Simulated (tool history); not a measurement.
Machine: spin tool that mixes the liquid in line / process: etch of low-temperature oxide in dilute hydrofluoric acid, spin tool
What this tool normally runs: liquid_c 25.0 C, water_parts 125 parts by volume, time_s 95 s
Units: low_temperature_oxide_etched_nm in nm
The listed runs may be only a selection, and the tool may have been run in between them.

run,day,liquid_c,water_parts,time_s,"read-back film thickness of the low-temperature oxide reference wafer, read on the same gauge (nm)",low_temperature_oxide_etched_nm
1,0.000,25.0,125,95,49.98,10.01
2,2.371,25.0,125,95,50.01,10.11
3,4.662,26.5,125,65,50.03,7.24
4,12.488,26.5,125,65,50.01,7.26
5,15.458,26.5,125,65,49.97,7.20
# day 16.733: gauge calibrated
6,17.092,25.0,125,95,49.98,10.10
7,19.683,22.0,125,95,50.02,8.91
8,21.642,22.0,125,95,50.04,9.00
# day 23.217: hydrofluoric acid flow meter replaced
9,23.496,25.0,125,95,50.00,10.15
10,26.408,21.5,90,140,50.01,18.47
11,30.212,23.0,145,95,49.98,7.85
# day 31.225: thermometer replaced
12,34.312,25.0,125,95,49.99,10.10
13,37.662,29.0,160,115,50.03,10.44
14,41.354,20.5,125,95,50.00,8.33
15,43.546,25.0,125,80,50.02,8.54
16,45.392,25.0,125,95,49.98,9.89
17,49.671,25.0,125,95,50.01,9.91
18,51.417,25.0,105,95,50.04,12.34
19,55.058,25.0,125,95,50.02,10.20

Here are 5 independent what-if runs from the current tool condition. What would each one return?
A,55.075,25.0,125,95,?,?
B,55.075,20.5,100,95,?,?
C,55.075,22.5,90,135,?,?
D,55.075,25.0,85,95,?,?
E,55.075,25.0,160,95,?,?

run,"read-back film thickness of the low-temperature oxide reference wafer, read on the same gauge (nm)",low_temperature_oxide_etched_nm
A,49.99,10.12
B,49.99,10.90
C,49.99,18.88
D,49.99,15.65
E,49.99,7.59
Stripped of hidden state, with their random variation kept, the same runs would have yielded:
run,low_temperature_oxide_etched_nm
A,10.12
B,10.90
C,18.88
D,15.65
E,7.59

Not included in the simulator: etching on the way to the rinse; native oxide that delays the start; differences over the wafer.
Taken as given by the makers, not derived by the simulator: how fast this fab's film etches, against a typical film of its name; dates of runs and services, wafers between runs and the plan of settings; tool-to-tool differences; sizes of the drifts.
